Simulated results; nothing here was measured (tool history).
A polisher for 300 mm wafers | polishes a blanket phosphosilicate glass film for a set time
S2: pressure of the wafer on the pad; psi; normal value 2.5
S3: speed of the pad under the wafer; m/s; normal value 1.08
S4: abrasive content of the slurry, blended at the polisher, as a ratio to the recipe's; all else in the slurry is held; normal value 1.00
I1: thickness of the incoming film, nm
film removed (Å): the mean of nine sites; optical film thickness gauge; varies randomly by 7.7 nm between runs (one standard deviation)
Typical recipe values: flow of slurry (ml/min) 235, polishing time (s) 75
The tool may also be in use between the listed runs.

run 1 hour=0.0 | flow_of_slurry_(ml/min)=235 S2=2.5 S3=0.92 S4=1.00 polishing_time_(s)=75 | I1=4566.0 | film_removed_(Å)=5367
-- hour=3.8 slurry blender recalibrated
run 2 hour=7.8 | flow_of_slurry_(ml/min)=235 S2=2.5 S3=0.92 S4=1.00 polishing_time_(s)=75 | I1=4509.9 | film_removed_(Å)=5384
run 3 hour=19.2 | flow_of_slurry_(ml/min)=235 S2=2.5 S3=1.08 S4=1.00 polishing_time_(s)=82 | I1=4493.4 | film_removed_(Å)=6618
-- hour=26.3 worn pad replaced by a new one
run 4 hour=30.5 | flow_of_slurry_(ml/min)=235 S2=2.5 S3=1.08 S4=1.00 polishing_time_(s)=75 | I1=4606.6 | film_removed_(Å)=6133
run 5 hour=45.6 | flow_of_slurry_(ml/min)=235 S2=2.5 S3=1.08 S4=1.00 polishing_time_(s)=75 | I1=4569.3 | film_removed_(Å)=6057
run 6 hour=52.7 | flow_of_slurry_(ml/min)=235 S2=2.5 S3=1.08 S4=1.00 polishing_time_(s)=75 | I1=4574.0 | film_removed_(Å)=6028
run 7 hour=59.4 | flow_of_slurry_(ml/min)=295 S2=2.5 S3=1.08 S4=1.00 polishing_time_(s)=75 | I1=4541.4 | film_removed_(Å)=6403
-- hour=77.5 slurry nozzle cleaned
run 8 hour=78.0 | flow_of_slurry_(ml/min)=295 S2=2.5 S3=1.08 S4=1.00 polishing_time_(s)=75 | I1=4519.6 | film_removed_(Å)=6672
run 9 hour=88.4 | flow_of_slurry_(ml/min)=235 S2=2.5 S3=1.08 S4=1.00 polishing_time_(s)=91 | I1=4500.2 | film_removed_(Å)=7815
run 10 hour=96.8 | flow_of_slurry_(ml/min)=235 S2=2.5 S3=1.08 S4=1.00 polishing_time_(s)=75 | I1=4538.4 | film_removed_(Å)=6469
-- hour=107.3 worn pad replaced by a new one
-- hour=110.5 head pressure recalibrated
run 11 hour=111.9 | flow_of_slurry_(ml/min)=235 S2=2.5 S3=0.88 S4=1.00 polishing_time_(s)=75 | I1=4563.8 | film_removed_(Å)=5420
run 12 hour=122.3 | flow_of_slurry_(ml/min)=235 S2=2.5 S3=1.08 S4=1.00 polishing_time_(s)=56 | I1=4578.6 | film_removed_(Å)=4889
run 13 hour=137.3 | flow_of_slurry_(ml/min)=235 S2=2.5 S3=1.08 S4=1.00 polishing_time_(s)=75 | I1=4635.2 | film_removed_(Å)=6441
run 14 hour=151.4 | flow_of_slurry_(ml/min)=235 S2=1.6 S3=0.96 S4=0.80 polishing_time_(s)=66 | I1=4523.4 | film_removed_(Å)=3277
-- hour=179.2 conditioning disc replaced and pad reconditioned
-- hour=186.6 worn pad replaced by a new one
-- hour=186.9 slurry blender recalibrated
run 15 hour=191.8 | flow_of_slurry_(ml/min)=235 S2=2.3 S3=1.08 S4=1.00 polishing_time_(s)=75 | I1=4575.8 | film_removed_(Å)=5843
run 16 hour=200.2 | flow_of_slurry_(ml/min)=270 S2=2.5 S3=1.08 S4=0.70 polishing_time_(s)=75 | I1=4550.9 | film_removed_(Å)=5709
run 17 hour=210.4 | flow_of_slurry_(ml/min)=205 S2=2.7 S3=1.08 S4=1.00 polishing_time_(s)=75 | I1=4580.6 | film_removed_(Å)=6593
run 18 hour=217.9 | flow_of_slurry_(ml/min)=190 S2=2.5 S3=0.72 S4=1.00 polishing_time_(s)=53 | I1=4494.8 | film_removed_(Å)=3190
run 19 hour=232.8 | flow_of_slurry_(ml/min)=235 S2=2.5 S3=1.08 S4=1.00 polishing_time_(s)=75 | I1=4595.3 | film_removed_(Å)=6391
-- hour=277.2 worn pad replaced by a new one
run 20 hour=277.7 | flow_of_slurry_(ml/min)=235 S2=2.5 S3=1.08 S4=1.00 polishing_time_(s)=91 | I1=4629.7 | film_removed_(Å)=7625
run 21 hour=289.0 | flow_of_slurry_(ml/min)=235 S2=2.5 S3=1.08 S4=1.00 polishing_time_(s)=75 | I1=4516.1 | film_removed_(Å)=6339
run 22 hour=296.5 | flow_of_slurry_(ml/min)=235 S2=2.5 S3=1.08 S4=1.00 polishing_time_(s)=75 | I1=4548.7 | film_removed_(Å)=6332
run 23 hour=303.2 | flow_of_slurry_(ml/min)=235 S2=3.2 S3=0.96 S4=1.00 polishing_time_(s)=75 | I1=4533.1 | film_removed_(Å)=7001
run 24 hour=313.8 | flow_of_slurry_(ml/min)=235 S2=2.5 S3=1.34 S4=1.25 polishing_time_(s)=75 | I1=4492.6 | film_removed_(Å)=8086
run 25 hour=321.5 | flow_of_slurry_(ml/min)=265 S2=1.9 S3=1.36 S4=0.90 polishing_time_(s)=75 | I1=4470.8 | film_removed_(Å)=5828

What if the next run were any one of these 5? Each begins from the tool's condition after run 25:
run A hour=321.9 | flow_of_slurry_(ml/min)=235 S2=2.5 S3=1.08 S4=1.00 polishing_time_(s)=75 | I1=4632.2 | film_removed_(Å)=?
run B hour=321.9 | flow_of_slurry_(ml/min)=235 S2=3.0 S3=1.28 S4=1.00 polishing_time_(s)=66 | I1=4632.2 | film_removed_(Å)=?
run C hour=321.9 | flow_of_slurry_(ml/min)=235 S2=2.5 S3=1.08 S4=0.85 polishing_time_(s)=75 | I1=4632.2 | film_removed_(Å)=?
run D hour=321.9 | flow_of_slurry_(ml/min)=275 S2=2.5 S3=1.08 S4=0.80 polishing_time_(s)=75 | I1=4632.2 | film_removed_(Å)=?
run E hour=321.9 | flow_of_slurry_(ml/min)=290 S2=3.1 S3=1.28 S4=1.00 polishing_time_(s)=85 | I1=4632.2 | film_removed_(Å)=?

run=A film_removed_(Å)=6298
run=B film_removed_(Å)=7412
run=C film_removed_(Å)=5952
run=D film_removed_(Å)=5965
run=E film_removed_(Å)=10124
With no hidden state in the tool, these same runs would have given:
run=A film_removed_(Å)=6533
run=B film_removed_(Å)=7689
run=C film_removed_(Å)=6174
run=D film_removed_(Å)=6154
run=E film_removed_(Å)=10427
